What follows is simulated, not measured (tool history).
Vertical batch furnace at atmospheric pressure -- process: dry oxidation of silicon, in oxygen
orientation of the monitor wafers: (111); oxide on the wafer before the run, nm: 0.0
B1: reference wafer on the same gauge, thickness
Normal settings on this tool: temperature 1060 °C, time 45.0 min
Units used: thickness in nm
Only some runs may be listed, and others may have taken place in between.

run 1 hour=0.0 | temperature=1060 time=45.0 | B1=63.88 | thickness=77.56
run 2 hour=58.5 | temperature=1060 time=45.0 | B1=63.85 | thickness=77.77
run 3 hour=95.3 | temperature=1060 time=45.0 | B1=63.93 | thickness=77.42
run 4 hour=131.6 | temperature=1060 time=45.0 | B1=63.88 | thickness=77.58
run 5 hour=166.9 | temperature=1060 time=45.0 | B1=63.87 | thickness=77.10
run 6 hour=220.1 | temperature=1060 time=45.0 | B1=63.95 | thickness=77.65
run 7 hour=245.4 | temperature=1060 time=45.0 | B1=63.94 | thickness=77.71
run 8 hour=308.5 | temperature=1060 time=45.0 | B1=63.94 | thickness=77.89
run 9 hour=347.1 | temperature=1060 time=27.5 | B1=63.88 | thickness=56.94
run 10 hour=402.3 | temperature=1060 time=27.5 | B1=63.90 | thickness=57.27
run 11 hour=446.3 | temperature=1060 time=27.5 | B1=63.89 | thickness=56.90
run 12 hour=504.8 | temperature=1046 time=45.0 | B1=63.86 | thickness=71.97
run 13 hour=542.2 | temperature=1046 time=45.0 | B1=63.91 | thickness=71.79
-- hour=584.5 gauge calibrated
run 14 hour=587.3 | temperature=1041 time=45.0 | B1=63.91 | thickness=69.80
run 15 hour=621.0 | temperature=1060 time=45.0 | B1=63.84 | thickness=78.50
-- hour=688.3 boat lift adjusted
run 16 hour=688.8 | temperature=1060 time=31.5 | B1=63.90 | thickness=62.98
run 17 hour=739.2 | temperature=1060 time=27.5 | B1=63.89 | thickness=57.71
run 18 hour=803.7 | temperature=1060 time=45.0 | B1=63.96 | thickness=78.55
run 19 hour=861.3 | temperature=1060 time=45.0 | B1=63.84 | thickness=78.69
run 20 hour=909.4 | temperature=1039 time=60.0 | B1=63.82 | thickness=84.06
run 21 hour=970.3 | temperature=1073 time=52.5 | B1=63.86 | thickness=94.86
run 22 hour=1009.5 | temperature=1049 time=23.0 | B1=63.86 | thickness=48.13

Expected results for the next run?
-- hour=1086.5 thermocouples replaced and temperature profile calibrated
run 23 hour=1087.0 | temperature=1044 time=59.0 | B1=? | thickness=?

{"run 23": {"B1": 63.96, "thickness": 81.91}}
Without the tool's hidden state the same run would have given thickness 81.72 nm.
